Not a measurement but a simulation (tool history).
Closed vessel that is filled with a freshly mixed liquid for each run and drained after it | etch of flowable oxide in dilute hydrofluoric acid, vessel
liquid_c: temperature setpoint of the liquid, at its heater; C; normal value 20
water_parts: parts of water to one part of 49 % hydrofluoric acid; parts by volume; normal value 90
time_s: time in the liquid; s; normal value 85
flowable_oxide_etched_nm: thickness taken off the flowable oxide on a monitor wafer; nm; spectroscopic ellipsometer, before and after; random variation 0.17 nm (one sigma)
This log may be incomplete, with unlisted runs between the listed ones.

run,hour,liquid_c,water_parts,time_s,wafers since the last listed run,hours since the thermometer was replaced,hours since the hydrofluoric acid flow meter was replaced,hours since the gauge calibration,"read-back film thickness of the flowable oxide reference wafer, read on the same gauge (nm)",flowable_oxide_etched_nm
1,0,20,75,85,0,658.7,1686.7,140.1,49.99,37.11
2,15.5,20,75,85,1840,674.2,1702.2,155.6,49.99,36.84
3,31.7,20,80,85,1923,690.4,1718.4,171.8,49.99,34.51
4,39.9,20,80,85,973,698.6,1726.6,180,50,34.58
5,46.2,20,80,85,748,704.9,1732.9,186.3,49.99,34.44
6,56.7,20,90,85,1246,715.4,1743.4,196.8,50,30.39
7,66.2,20,90,85,1127,724.9,1752.9,206.3,49.98,30.19
8,74.1,20,90,85,937,732.8,1760.8,214.2,49.99,30.18
9,83,20,90,85,1056,741.7,1769.7,223.1,50,30.12
10,91.1,20,90,85,961,749.8,1777.8,231.2,50,30.14
11,100,20,90,85,1056,758.7,1786.7,240.1,49.99,30.28
# hour 110.7: thermometer replaced
12,111.5,20,90,85,1246,0.8,1798.2,251.6,50.01,28.04
# hour 134: hydrofluoric acid flow meter replaced
13,136.6,20,90,85,2861,25.9,2.6,276.7,50,31.96
14,185.4,20,90,115,5794,74.7,51.4,325.5,49.99,43.61
15,201,21.5,90,120,1852,90.3,67,341.1,50.01,47.71
16,208.1,20,90,55,843,97.4,74.1,348.2,50.01,20.88
17,221.6,17,65,85,1602,110.9,87.6,361.7,50,40.36
18,233.9,20,90,85,1460,123.2,99.9,374,50,32.04
# hour 246.9: gauge calibrated
19,247.9,17,90,50,1662,137.2,113.9,1,50.01,16.54
20,259.7,20,90,85,1401,149,125.7,12.8,49.98,32.03
21,276,17,90,125,1935,165.3,142,29.1,50,41.57
22,292.5,17,70,130,1959,181.8,158.5,45.6,49.99,56.7
23,301,20,90,85,1009,190.3,167,54.1,49.99,32.25
24,311.6,17,60,100,1258,200.9,177.6,64.7,50,51.48
25,327.8,20,110,60,1923,217.1,193.8,80.9,50.01,18.05
26,337.2,23,45,85,1116,226.5,203.2,90.3,50,76.84

Predict each of these 5 candidate next runs independently; none follows another, all start after run 26:
A,337.9,20,90,125,83,227.2,203.9,91,?,?
B,337.9,22,55,115,83,227.2,203.9,91,?,?
C,337.9,17,105,65,83,227.2,203.9,91,?,?
D,337.9,20,130,50,83,227.2,203.9,91,?,?
E,337.9,17,50,115,83,227.2,203.9,91,?,?

run,"read-back film thickness of the flowable oxide reference wafer, read on the same gauge (nm)",flowable_oxide_etched_nm
A,50,47.1
B,50,80.38
C,50,18.23
D,50,12.46
E,50,71.99
The same runs, with their run-to-run variation unchanged, on a tool lacking any hidden condition would have given:
run,flowable_oxide_etched_nm
A,46.58
B,79.44
C,18.03
D,12.34
E,71.05
